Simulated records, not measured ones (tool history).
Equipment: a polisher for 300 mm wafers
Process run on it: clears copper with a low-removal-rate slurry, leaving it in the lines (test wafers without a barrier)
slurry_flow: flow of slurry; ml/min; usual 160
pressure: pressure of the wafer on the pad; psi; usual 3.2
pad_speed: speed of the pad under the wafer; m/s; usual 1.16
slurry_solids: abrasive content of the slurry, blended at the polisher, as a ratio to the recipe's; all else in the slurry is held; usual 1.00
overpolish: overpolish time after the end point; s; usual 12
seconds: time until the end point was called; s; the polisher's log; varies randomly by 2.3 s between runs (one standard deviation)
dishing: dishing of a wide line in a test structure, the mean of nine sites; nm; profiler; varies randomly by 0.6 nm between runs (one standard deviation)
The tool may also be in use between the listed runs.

run,hour,slurry_flow,pressure,pad_speed,slurry_solids,overpolish,"incoming thickness of the incoming film, nm",seconds,dishing
1,0.0,160,3.2,1.16,1.00,12,598.2,139.1,31.5
# hour 53.5: worn pad replaced by a new one
2,83.7,160,3.2,1.16,1.00,12,592.6,138.9,31.3
# hour 102.9: slurry blender recalibrated
3,177.7,160,3.2,1.16,1.00,17,594.7,139.8,39.4
4,219.7,160,3.2,1.16,1.00,12,589.9,139.1,29.5
5,292.7,160,3.2,1.16,1.00,12,594.1,143.3,29.6
6,394.6,160,3.2,1.16,1.00,12,588.6,141.0,29.4
7,455.3,160,3.2,1.16,1.00,12,593.7,148.4,28.7
# hour 567.1: head pressure recalibrated
8,567.6,160,3.2,1.16,1.00,12,583.5,147.7,27.9
# hour 606.0: worn pad replaced by a new one
9,626.4,160,3.2,1.16,1.00,12,589.0,162.1,27.8
10,663.3,160,4.0,1.16,1.00,16,594.5,143.9,38.7
# hour 674.6: slurry blender recalibrated
# hour 686.9: slurry nozzle cleaned
11,714.6,160,3.2,1.28,1.00,12,592.6,120.7,33.1
12,767.1,160,3.2,0.94,1.00,12,593.3,163.3,26.0
13,847.0,160,2.1,1.16,1.00,17,588.8,173.1,33.1
14,927.0,160,2.4,1.48,1.00,12,591.1,127.7,31.4
15,1011.3,215,3.2,1.16,1.15,12,601.2,123.4,33.0
16,1099.8,160,3.2,1.16,1.00,16,590.5,136.3,38.9
17,1141.7,160,3.2,1.16,1.00,12,586.0,132.7,31.3
# hour 1166.7: worn pad replaced by a new one
18,1186.1,200,2.8,1.16,1.25,6,578.9,128.9,16.4
# hour 1233.2: slurry blender recalibrated
19,1291.3,160,3.2,1.16,1.00,12,578.5,133.4,30.0
20,1351.8,160,3.2,1.48,0.90,12,584.0,112.2,33.7
21,1397.5,200,3.2,0.98,1.00,12,593.5,156.4,26.3
22,1463.6,190,2.6,1.38,1.10,12,586.4,127.4,30.4
# hour 1519.2: slurry nozzle cleaned
23,1519.7,160,3.2,0.88,1.20,16,585.0,156.8,34.4
# hour 1551.5: head pressure recalibrated
24,1594.2,120,3.2,1.16,1.00,12,592.6,142.6,29.7
25,1658.6,160,3.2,1.16,1.00,18,593.3,134.2,43.7
# hour 1704.2: worn pad replaced by a new one
26,1727.3,160,3.2,1.16,1.00,12,590.1,137.4,31.4
# hour 1801.7: slurry blender recalibrated
27,1808.8,160,3.2,1.16,1.20,12,589.0,127.2,32.7
28,1900.7,190,3.2,1.16,0.85,7,595.2,139.7,18.8
29,1986.2,160,3.2,1.16,1.00,12,598.6,139.5,29.8

Here are 3 independent what-if runs from the current tool condition. What would each one return?
A,1986.7,160,3.2,1.16,1.00,12,592.8,?,?
B,1986.7,145,3.2,1.16,1.00,12,592.8,?,?
C,1986.7,215,3.2,1.16,1.20,14,592.8,?,?

run,seconds,dishing
A,136.7,30.6
B,139.2,30.1
C,123.9,37.8
With no hidden state in the tool, these same runs would have given:
run,seconds,dishing
A,133.3,31.3
B,135.5,30.9
C,121.5,38.4

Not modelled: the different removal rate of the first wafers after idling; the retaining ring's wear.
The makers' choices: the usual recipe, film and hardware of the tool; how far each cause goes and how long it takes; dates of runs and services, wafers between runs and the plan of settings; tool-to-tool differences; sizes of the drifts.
